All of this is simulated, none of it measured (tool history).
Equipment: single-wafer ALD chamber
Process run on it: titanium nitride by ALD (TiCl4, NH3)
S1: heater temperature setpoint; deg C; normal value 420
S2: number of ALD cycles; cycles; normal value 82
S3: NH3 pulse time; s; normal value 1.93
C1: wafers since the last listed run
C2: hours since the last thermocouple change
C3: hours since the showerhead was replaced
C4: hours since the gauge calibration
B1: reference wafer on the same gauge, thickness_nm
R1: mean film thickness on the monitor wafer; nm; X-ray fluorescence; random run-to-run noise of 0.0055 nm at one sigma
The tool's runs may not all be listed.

{"run": 1, "hour": 0.0, "S1": 420, "S2": 82, "S3": 1.93, "C1": 0, "C2": 1474.5, "C3": 5553.2, "C4": 49.6, "B1": 2.19, "R1": 1.891}
{"run": 2, "hour": 17.0, "S1": 420, "S2": 82, "S3": 1.93, "C1": 51, "C2": 1491.5, "C3": 5570.2, "C4": 66.6, "B1": 2.189, "R1": 1.892}
{"run": 3, "hour": 33.8, "S1": 420, "S2": 82, "S3": 1.93, "C1": 50, "C2": 1508.3, "C3": 5587, "C4": 83.4, "B1": 2.189, "R1": 1.897}
{"run": 4, "hour": 49.0, "S1": 420, "S2": 82, "S3": 1.93, "C1": 45, "C2": 1523.5, "C3": 5602.2, "C4": 98.6, "B1": 2.19, "R1": 1.891}
{"run": 5, "hour": 73.7, "S1": 416, "S2": 82, "S3": 1.93, "C1": 74, "C2": 1548.2, "C3": 5626.9, "C4": 123.3, "B1": 2.192, "R1": 1.885}
{"run": 6, "hour": 99.8, "S1": 416, "S2": 82, "S3": 1.93, "C1": 78, "C2": 1574.3, "C3": 5653, "C4": 149.4, "B1": 2.189, "R1": 1.895}
{"run": 7, "hour": 133.3, "S1": 416, "S2": 82, "S3": 1.93, "C1": 101, "C2": 1607.8, "C3": 5686.5, "C4": 182.9, "B1": 2.191, "R1": 1.888}
{"run": 8, "hour": 147.4, "S1": 420, "S2": 82, "S3": 1.93, "C1": 42, "C2": 1621.9, "C3": 5700.6, "C4": 197, "B1": 2.189, "R1": 1.887}
{"run": 9, "hour": 162.3, "S1": 420, "S2": 82, "S3": 1.93, "C1": 44, "C2": 1636.8, "C3": 5715.5, "C4": 211.9, "B1": 2.19, "R1": 1.897}
{"run": 10, "hour": 181.5, "S1": 420, "S2": 82, "S3": 1.93, "C1": 57, "C2": 1656, "C3": 5734.7, "C4": 231.1, "B1": 2.19, "R1": 1.884}
{"run": 11, "hour": 208.1, "S1": 420, "S2": 82, "S3": 1.76, "C1": 80, "C2": 1682.6, "C3": 5761.3, "C4": 257.7, "B1": 2.19, "R1": 1.882}
{"run": 12, "hour": 232.8, "S1": 420, "S2": 82, "S3": 1.76, "C1": 74, "C2": 1707.3, "C3": 5786, "C4": 282.4, "B1": 2.191, "R1": 1.892}
{"run": 13, "hour": 259.1, "S1": 420, "S2": 92, "S3": 1.49, "C1": 79, "C2": 1733.6, "C3": 5812.3, "C4": 308.7, "B1": 2.189, "R1": 2.103}
{"run": 14, "hour": 284.4, "S1": 420, "S2": 82, "S3": 2.54, "C1": 76, "C2": 1758.9, "C3": 5837.6, "C4": 334, "B1": 2.189, "R1": 1.906}
{"hour": 287.4, "done": "gauge calibrated"}
{"run": 15, "hour": 308.4, "S1": 413, "S2": 66, "S3": 2.61, "C1": 72, "C2": 1782.9, "C3": 5861.6, "C4": 21, "B1": 2.19, "R1": 1.529}
{"run": 16, "hour": 322.1, "S1": 420, "S2": 91, "S3": 1.56, "C1": 41, "C2": 1796.6, "C3": 5875.3, "C4": 34.7, "B1": 2.189, "R1": 2.092}
{"hour": 344.4, "done": "thermocouple changed; heater temperature recalibrated"}
{"run": 17, "hour": 354.6, "S1": 420, "S2": 93, "S3": 1.93, "C1": 73, "C2": 10.2, "C3": 5907.8, "C4": 67.2, "B1": 2.189, "R1": 2.136}
{"run": 18, "hour": 382.2, "S1": 432, "S2": 74, "S3": 1.36, "C1": 83, "C2": 37.8, "C3": 5935.4, "C4": 94.8, "B1": 2.187, "R1": 1.699}
{"run": 19, "hour": 415.3, "S1": 413, "S2": 67, "S3": 1.28, "C1": 99, "C2": 70.9, "C3": 5968.5, "C4": 127.9, "B1": 2.189, "R1": 1.527}
{"hour": 423.6, "done": "showerhead replaced"}
{"run": 20, "hour": 434.3, "S1": 407, "S2": 82, "S3": 1.93, "C1": 33, "C2": 89.9, "C3": 10.7, "C4": 146.9, "B1": 2.189, "R1": 1.881}
{"run": 21, "hour": 451.6, "S1": 420, "S2": 82, "S3": 1.17, "C1": 52, "C2": 107.2, "C3": 28, "C4": 164.2, "B1": 2.189, "R1": 1.871}
{"run": 22, "hour": 485.4, "S1": 420, "S2": 82, "S3": 1.93, "C1": 101, "C2": 141, "C3": 61.8, "C4": 198, "B1": 2.193, "R1": 1.897}
{"run": 23, "hour": 506.9, "S1": 420, "S2": 82, "S3": 1.93, "C1": 64, "C2": 162.5, "C3": 83.3, "C4": 219.5, "B1": 2.191, "R1": 1.89}
{"run": 24, "hour": 522.8, "S1": 412, "S2": 69, "S3": 1.33, "C1": 47, "C2": 178.4, "C3": 99.2, "C4": 235.4, "B1": 2.188, "R1": 1.573}
{"run": 25, "hour": 542.3, "S1": 410, "S2": 70, "S3": 1.71, "C1": 58, "C2": 197.9, "C3": 118.7, "C4": 254.9, "B1": 2.188, "R1": 1.605}

Predict each of these 4 candidate next runs independently; none follows another, all start after run 25:
{"run": "A", "hour": 542.9, "S1": 420, "S2": 90, "S3": 1.93, "C1": 1, "C2": 198.5, "C3": 119.3, "C4": 255.5, "B1": "?", "R1": "?"}
{"run": "B", "hour": 542.9, "S1": 420, "S2": 82, "S3": 1.28, "C1": 1, "C2": 198.5, "C3": 119.3, "C4": 255.5, "B1": "?", "R1": "?"}
{"run": "C", "hour": 542.9, "S1": 420, "S2": 91, "S3": 1.73, "C1": 1, "C2": 198.5, "C3": 119.3, "C4": 255.5, "B1": "?", "R1": "?"}
{"run": "D", "hour": 542.9, "S1": 420, "S2": 96, "S3": 1.93, "C1": 1, "C2": 198.5, "C3": 119.3, "C4": 255.5, "B1": "?", "R1": "?"}

run=A B1=2.19 R1=2.07
run=B B1=2.19 R1=1.87
run=C B1=2.19 R1=2.088
run=D B1=2.19 R1=2.208
Without the tool's hidden state the same runs would have given:
run=A R1=2.07
run=B R1=1.87
run=C R1=2.088
run=D R1=2.208

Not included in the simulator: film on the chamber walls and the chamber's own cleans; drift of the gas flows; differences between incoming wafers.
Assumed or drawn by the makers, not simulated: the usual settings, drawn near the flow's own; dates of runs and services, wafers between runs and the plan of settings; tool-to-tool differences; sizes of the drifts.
